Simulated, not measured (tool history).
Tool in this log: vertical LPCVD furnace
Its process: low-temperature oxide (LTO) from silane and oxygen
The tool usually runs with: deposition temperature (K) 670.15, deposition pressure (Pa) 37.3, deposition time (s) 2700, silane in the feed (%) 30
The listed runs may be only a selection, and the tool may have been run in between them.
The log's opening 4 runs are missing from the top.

run	hour	deposition temperature (K)	deposition pressure (Pa)	deposition time (s)	silane in the feed (%)	wafers since the last listed run	hours since the last temperature calibration	hours since the pressure gauge was zeroed	hours since the silane flow controller was replaced	hours since the gauge calibration	read-back reference wafer on the same gauge, thickness	film thickness on the monitor wafer in the middle of the boat (Å)
5	411.1	670.15	37.3	2700	30	1030	1332.1	117.4	2421.2	1602.2	306.84	3346.9
6	467.4	673.15	37.3	2700	30	718	1388.4	173.7	2477.5	1658.5	307	3490.9
7	547.6	673.15	37.3	2700	30	1022	1468.6	253.9	2557.7	1738.7	306.96	3480
8	600.3	673.15	37.3	2700	30	672	1521.3	306.6	2610.4	1791.4	306.98	3460.3
9	655.2	670.15	37.3	2700	30	700	1576.2	361.5	2665.3	1846.3	307.08	3343.8
10	728.4	670.15	37.3	2700	30	933	1649.4	434.7	2738.5	1919.5	307.01	3351.1
11	808.1	670.15	37.3	2700	30	1016	1729.1	514.4	2818.2	1999.2	306.92	3353.3
12	849.4	670.15	37.3	3240	30	526	1770.4	555.7	2859.5	2040.5	306.99	4036.1
# hour 877.1: gauge calibrated
13	898.3	663.15	45.3	2700	26	623	1819.3	604.6	2908.4	21.2	307.07	3002.1
14	952.2	662.15	37.3	2700	30	687	1873.2	658.5	2962.3	75.1	307.06	3038.8
15	1023.4	681.15	43.3	1770	30	908	1944.4	729.7	3033.5	146.3	307.05	2913.3
16	1078.6	659.15	44.7	2280	35	704	1999.6	784.9	3088.7	201.5	306.83	3709
17	1126.7	679.15	31.3	3180	32	613	2047.7	833	3136.8	249.6	306.98	4043.7

Run 18, settings as shown, results not yet in. Your forecast:
18	1223.2	670.15	28	2700	33	1230	2144.2	929.5	3233.3	346.1	?	?

Run 18 produced read-back reference wafer on the same gauge, thickness 307.05, film thickness on the monitor wafer in the middle of the boat (Å) 2881.3.
If the tool had no hidden condition, the same run with the same run-to-run variation would have returned film thickness on the monitor wafer in the middle of the boat (Å) 2881.3.
